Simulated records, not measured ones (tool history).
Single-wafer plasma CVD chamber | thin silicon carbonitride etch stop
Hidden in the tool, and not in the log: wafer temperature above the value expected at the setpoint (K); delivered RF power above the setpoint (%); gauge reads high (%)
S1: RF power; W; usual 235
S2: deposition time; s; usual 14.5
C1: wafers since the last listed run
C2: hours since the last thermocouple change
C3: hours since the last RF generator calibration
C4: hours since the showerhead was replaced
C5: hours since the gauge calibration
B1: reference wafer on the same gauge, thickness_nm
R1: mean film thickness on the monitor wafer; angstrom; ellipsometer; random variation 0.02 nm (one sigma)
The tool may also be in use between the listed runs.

run     day   S1    S2    C1      C2      C3      C4     C5     B1      R1
  1       0  235  12.4     0  2230.6  1825.2    5923    355  8.939   73.86
  2    0.65  235  14.5   599  2246.2  1840.8  5938.6  370.6   8.94   86.52
  3   1.321  235  14.5   619  2262.3  1856.9  5954.7  386.7  8.934   86.29
  4   1.704  235  12.2   353  2271.5  1866.1  5963.9  395.9  8.946   72.47
  5   2.025  235  12.2   296  2279.2  1873.8  5971.6  403.6  8.938   72.53
  6   2.608  235  12.2   538  2293.2  1887.8  5985.6  417.6  8.933   72.78
  7   3.338  235    16   672  2310.7  1905.3  6003.1  435.1  8.953   94.97
      4.312  -- RF generator calibrated
  8   4.333  235    16   611  2334.6     0.5    6027    459  8.953   95.06
  9   4.679  235    16   319  2342.9     8.8  6035.3  467.3   8.95   95.14
 10   5.071  235  14.5   361  2352.3    18.2  6044.7  476.7  8.938   86.17
 11   5.767  235  14.5   642    2369    34.9  6061.4  493.4   8.94   86.07
 12   6.371  235  14.5   557  2383.5    49.4  6075.9  507.9  8.945   86.59
 13   6.642  235  14.5   249    2390    55.9  6082.4  514.4  8.943   86.09
      7.067  -- showerhead replaced
 14   7.133  235  14.5   146  2401.8    67.7     1.6  526.2  8.942   86.46
       7.35  -- gauge calibrated
 15   7.821  235  14.5   634  2418.3    84.2    18.1   11.3  8.935    85.9
 16   8.471  275  15.3   599  2433.9    99.8    33.7   26.9  8.932    94.5
 17   8.838  220  11.8   338  2442.7   108.6    42.5   35.7   8.94   69.36
       9.25  -- thermocouple changed; heater temperature recalibrated
 18   9.271  215  16.4    92     0.5     119    52.9   46.1  8.938   95.49
 19   9.583  235  14.5   288       8   126.5    60.4   53.6  8.939   86.08
 20  10.067  250  12.8   446    19.6   138.1      72   65.2  8.945   77.28
 21  10.488  235  12.8   388    29.7   148.2    82.1   75.3  8.942   76.07
 22  10.917  195  14.5   396      40   158.5    92.4   85.6  8.931   82.84
 23  12.217  280  14.5  1199    71.2   189.7   123.6  116.8  8.943   89.79
 24  12.933  235  14.5   661    88.4   206.9   140.8    134  8.944   86.28
 25    14.2  210  16.7  1168   118.8   237.3   171.2  164.4  8.952   97.03
 26  14.817  220  12.9   569   133.6   252.1     186  179.2  8.936    75.6
 27  15.083  255  16.5   246     140   258.5   192.4  185.6  8.942   99.97
 28  15.612  220  16.3   488   152.7   271.2   205.1  198.3  8.945   95.74
 29    15.9  260  16.9   265   159.6   278.1     212  205.2  8.935  102.77
 30  16.379  250  13.6   442   171.1   289.6   223.5  216.7   8.94   81.94
 31  16.896  190  16.3   476   183.5     302   235.9  229.1  8.944   92.46
 32  17.171  200    17   253   190.1   308.6   242.5  235.7  8.939   97.96
 33  17.479  235  17.3   284   197.5     316   249.9  243.1  8.941  102.32
 34  18.012  235  14.5   492   210.3   328.8   262.7  255.9  8.935   86.21
 35    18.4  235  14.5   357   219.6   338.1     272  265.2  8.939   86.27
 36  18.879  235    16   442   231.1   349.6   283.5  276.7  8.948   95.36
 37    19.5  235  12.1   572     246   364.5   298.4  291.6  8.942   72.32

3 ways to go on from here, each from the tool as it stands after run 37. What would each give?
  A  19.517  235  14.5  15  246.4  364.9  298.8  292   ?   ?
  B  19.517  245  16.5  15  246.4  364.9  298.8  292   ?   ?
  C  19.517  190  13.3  15  246.4  364.9  298.8  292   ?   ?

run     B1     R1
  A  8.942  86.51
  B  8.942  99.33
  C  8.942  75.92
Without the tool's hidden state the same runs would have given:
run     R1
  A  86.51
  B  99.33
  C  75.92

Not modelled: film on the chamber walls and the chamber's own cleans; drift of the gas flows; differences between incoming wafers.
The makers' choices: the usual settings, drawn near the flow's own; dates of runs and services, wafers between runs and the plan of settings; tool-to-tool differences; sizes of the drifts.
